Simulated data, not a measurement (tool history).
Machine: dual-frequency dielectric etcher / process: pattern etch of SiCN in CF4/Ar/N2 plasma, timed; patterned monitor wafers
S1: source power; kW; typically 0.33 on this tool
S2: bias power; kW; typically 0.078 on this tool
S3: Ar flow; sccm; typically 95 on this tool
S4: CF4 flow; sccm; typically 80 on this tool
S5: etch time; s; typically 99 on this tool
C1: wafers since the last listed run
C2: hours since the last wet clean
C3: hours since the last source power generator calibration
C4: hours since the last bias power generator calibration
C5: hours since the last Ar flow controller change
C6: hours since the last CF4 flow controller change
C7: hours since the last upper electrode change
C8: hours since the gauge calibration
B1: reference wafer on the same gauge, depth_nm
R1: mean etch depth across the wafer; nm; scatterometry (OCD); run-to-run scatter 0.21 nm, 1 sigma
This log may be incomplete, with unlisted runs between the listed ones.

run   hour    S1     S2   S3  S4     S5   C1     C2     C3      C4      C5      C6      C7      C8    B1    R1
  1      0  0.26  0.078  105  64     99    0  374.7     36  4202.1  4829.2  2057.9  2920.7   930.9  62.6  53.6
      18.4  -- CF4 flow controller replaced
  2   30.1  0.33  0.078   95  80     99  173  404.8   66.1  4232.2  4859.3    11.7  2950.8     961  62.6  72.7
  3   47.2  0.35  0.078  112  80     99  122  421.9   83.2  4249.3  4876.4    28.8  2967.9   978.1  62.6  75.5
      69.3  -- bias power generator calibrated
  4   76.2  0.33  0.071   71  92   75.5  179  450.9  112.2     6.9  4905.4    57.8  2996.9  1007.1  62.6  55.4
  5   92.2  0.33  0.078   95  91  117.5  115  466.9  128.2    22.9  4921.4    73.8  3012.9  1023.1  62.6  87.8
     128.2  -- wet clean of the chamber
  6  128.7  0.33  0.078   95  80     99   89    0.5  164.7    59.4  4957.9   110.3  3049.4  1059.6  62.7  72.1
  7  129.1  0.33  0.083   79  80    128    2    0.9  165.1    59.8  4958.3   110.7  3049.8    1060  62.6  98.9
     166.4  -- Ar flow controller replaced
  8  223.4  0.33  0.078   95  71     99  635   95.2  259.4   154.1      57     205  3144.1  1154.3  62.6  70.8
     238.3  -- gauge calibrated
  9  240.7  0.33  0.086   95  80     99  124  112.5  276.7   171.4    74.3   222.3  3161.4     2.4  62.6  76.6
 10    273  0.41  0.078   95  80   88.5  232  144.8    309   203.7   106.6   254.6  3193.7    34.7  62.6  80.8
       304  -- upper electrode replaced
 11  304.5  0.33  0.086   85  72   80.5   53  176.3  340.5   235.2   138.1   286.1     0.5    66.2  62.6  62.1
 12  314.6  0.28  0.089   76  80    113   72  186.4  350.6   245.3   148.2   296.2    10.6    76.3  62.6  76.3
 13  350.5  0.33  0.078   95  96     99  258  222.3  386.5   281.2   184.1   332.1    46.5   112.2  62.6  74.4
 14    379  0.33  0.078   95  80     99  204  250.8    415   309.7   212.6   360.6      75   140.7  62.6  72.2
 15  398.1  0.33  0.086   95  80     99  137  269.9  434.1   328.8   231.7   379.7    94.1   159.8  62.6  76.3
 16  430.8  0.33  0.078   95  80    114  235  302.6  466.8   361.5   264.4   412.4   126.8   192.5  62.6  83.4
 17  448.3  0.33  0.078   95  80     99  125  320.1  484.3     379   281.9   429.9   144.3     210  62.6  72.6
 18  464.9  0.33  0.078   95  80     99  119  336.7  500.9   395.6   298.5   446.5   160.9   226.6  62.6  72.4

Run 19 is up next; what results do you expect?
 19   490  0.38  0.066  110  80  99  180  361.8  526  420.7  323.6  471.6  186  251.7   ?   ?

B1: 62.6
R1: 75.1 nm
Had the tool carried no hidden state, the very same run would have given R1 75.1 nm.
